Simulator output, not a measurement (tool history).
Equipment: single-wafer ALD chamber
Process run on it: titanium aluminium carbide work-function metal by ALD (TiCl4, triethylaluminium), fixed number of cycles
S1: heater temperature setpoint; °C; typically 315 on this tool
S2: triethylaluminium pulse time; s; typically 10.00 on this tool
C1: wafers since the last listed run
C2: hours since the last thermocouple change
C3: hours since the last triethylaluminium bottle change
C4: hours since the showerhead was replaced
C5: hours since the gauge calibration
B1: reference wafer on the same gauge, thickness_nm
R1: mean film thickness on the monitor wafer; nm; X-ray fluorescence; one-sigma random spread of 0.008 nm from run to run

run    hour   S1     S2    C1      C2     C3      C4     C5     B1     R1
  1     0.0  315  10.00     0  1070.5  172.5  6041.5  109.6  2.335  2.165
  2    59.9  315  10.00   578  1130.4  232.4  6101.4  169.5  2.342  2.163
  3   154.3  315  10.00   912  1224.8  326.8  6195.8  263.9  2.336  2.170
  4   213.1  315  10.00   568  1283.6  385.6  6254.6  322.7  2.340  2.144
      273.2  -- triethylaluminium bottle replaced
  5   310.1  309   8.00   859  1380.6   36.9  6351.6  419.7  2.340  2.044
      609.0  -- showerhead replaced
  6   610.3  309   8.00  2823  1680.8  337.1     1.3  719.9  2.342  2.005
  7   700.5  305  10.00   871  1771.0  427.3    91.5  810.1  2.339  2.045
      750.8  -- triethylaluminium bottle replaced
      783.0  -- thermocouple changed; heater temperature recalibrated
  8   793.1  315  10.00   740    10.1   42.3   184.1  902.7  2.343  2.169
      848.6  -- gauge calibrated
  9   874.9  323  10.00   790    91.9  124.1   265.9   26.3  2.337  2.239
 10   942.8  322  10.00   656   159.8  192.0   333.8   94.2  2.340  2.222
 11  1030.8  315  11.22   850   247.8  280.0   421.8  182.2  2.340  2.192
 12  1128.2  323   7.80   941   345.2  377.4   519.2  279.6  2.338  2.129
 13  1187.5  315  10.00   573   404.5  436.7   578.5  338.9  2.337  2.132
     1225.0  -- triethylaluminium bottle replaced
 14  1496.0  327   8.62  2903   713.0  271.0   887.0  647.4  2.340  2.224
 15  1568.4  315  13.11   699   785.4  343.4   959.4  719.8  2.344  2.202
 16  1614.0  308   8.01   440   831.0  389.0  1005.0  765.4  2.340  1.999
 17  1713.5  315  10.00   961   930.5  488.5  1104.5  864.9  2.339  2.139

Forecast each of these 5 alternatives for the next run:
  A  1713.9  315  12.92   3  930.9  488.9  1104.9  865.3   ?   ?
  B  1713.9  315   6.13   3  930.9  488.9  1104.9  865.3   ?   ?
  C  1713.9  325  13.73   3  930.9  488.9  1104.9  865.3   ?   ?
  D  1713.9  301   8.96   3  930.9  488.9  1104.9  865.3   ?   ?
  E  1713.9  315  11.42   3  930.9  488.9  1104.9  865.3   ?   ?

run     B1     R1
  A  2.340  2.185
  B  2.340  1.885
  C  2.340  2.289
  D  2.340  1.955
  E  2.340  2.157
With no hidden state in the tool, these same runs would have given:
run     R1
  A  2.210
  B  1.982
  C  2.311
  D  2.010
  E  2.193
